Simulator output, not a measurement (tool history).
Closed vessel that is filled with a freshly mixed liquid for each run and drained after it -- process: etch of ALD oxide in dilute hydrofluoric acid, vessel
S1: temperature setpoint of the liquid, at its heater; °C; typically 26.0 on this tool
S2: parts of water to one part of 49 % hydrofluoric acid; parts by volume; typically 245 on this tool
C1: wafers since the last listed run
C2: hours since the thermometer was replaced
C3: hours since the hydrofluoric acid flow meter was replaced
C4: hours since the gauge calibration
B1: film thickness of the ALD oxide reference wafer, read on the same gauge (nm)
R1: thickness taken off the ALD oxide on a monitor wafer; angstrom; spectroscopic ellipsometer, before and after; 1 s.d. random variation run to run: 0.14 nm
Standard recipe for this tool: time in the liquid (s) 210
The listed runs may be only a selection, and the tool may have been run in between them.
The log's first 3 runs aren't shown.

Run 4, hour 100.7: usual settings but time in the liquid (s) 265; C1 3767; C2 2185.7; C3 515.9; C4 331.1; B1 69.98. Result: R1 367.6 angstrom.
Run 5, hour 118.8: usual settings but time in the liquid (s) 265; C1 2137; C2 2203.8; C3 534.0; C4 349.2; B1 69.99. Result: R1 373.2 angstrom.
Run 6, hour 151.9: usual settings but time in the liquid (s) 265; C1 3909; C2 2236.9; C3 567.1; C4 382.3; B1 70.01. Result: R1 372.7 angstrom.
Run 7, hour 164.6: usual settings; C1 1500; C2 2249.6; C3 579.8; C4 395.0; B1 70.02. Result: R1 295.3 angstrom.
Run 8, hour 177.7: usual settings but time in the liquid (s) 180; C1 1547; C2 2262.7; C3 592.9; C4 408.1; B1 70.00. Result: R1 254.3 angstrom.
Run 9, hour 193.9: usual settings but time in the liquid (s) 180; C1 1913; C2 2278.9; C3 609.1; C4 424.3; B1 69.99. Result: R1 255.6 angstrom.
At hour 211.8: thermometer replaced.
Run 10, hour 225.1: usual settings; C1 3567; C2 13.3; C3 640.3; C4 455.5; B1 70.00. Result: R1 267.8 angstrom.
Run 11, hour 246.7: usual settings; C1 2551; C2 34.9; C3 661.9; C4 477.1; B1 70.01. Result: R1 269.8 angstrom.
Run 12, hour 262.0: usual settings but S1 28.0 °C; C1 1807; C2 50.2; C3 677.2; C4 492.4; B1 70.02. Result: R1 289.4 angstrom.
Run 13, hour 278.9: usual settings but S1 28.0 °C; C1 1996; C2 67.1; C3 694.1; C4 509.3; B1 69.98. Result: R1 289.9 angstrom.
At hour 312.5: gauge calibrated.
Run 14, hour 313.9: usual settings but S1 28.0 °C; C1 4134; C2 102.1; C3 729.1; C4 1.4; B1 69.96. Result: R1 294.2 angstrom.
Run 15, hour 329.1: usual settings; C1 1795; C2 117.3; C3 744.3; C4 16.6; B1 69.99. Result: R1 272.6 angstrom.
Run 16, hour 343.0: usual settings but S1 21.0 °C, S2 280 parts by volume, time in the liquid (s) 170; C1 1641; C2 131.2; C3 758.2; C4 30.5; B1 69.97. Result: R1 157.2 angstrom.
At hour 358.1: hydrofluoric acid flow meter replaced.
Run 17, hour 358.6: usual settings but S1 23.5 °C, time in the liquid (s) 100; C1 1724; C2 146.8; C3 0.5; C4 46.1; B1 70.01. Result: R1 113.5 angstrom.
Run 18, hour 393.7: usual settings but S1 28.0 °C, S2 295 parts by volume; C1 4145; C2 181.9; C3 35.6; C4 81.2; B1 69.99. Result: R1 222.8 angstrom.

The next listed run, before its measurement:
Run 19, hour 427.5: usual settings but S1 29.0 °C, S2 150 parts by volume; C1 3992; C2 215.7; C3 69.4; C4 115.0; B1 ?. Result: R1 ?.

B1: 69.99
R1: 534.9 angstrom
Minus the tool's unlogged condition, the same run would have read R1 527.4 angstrom.

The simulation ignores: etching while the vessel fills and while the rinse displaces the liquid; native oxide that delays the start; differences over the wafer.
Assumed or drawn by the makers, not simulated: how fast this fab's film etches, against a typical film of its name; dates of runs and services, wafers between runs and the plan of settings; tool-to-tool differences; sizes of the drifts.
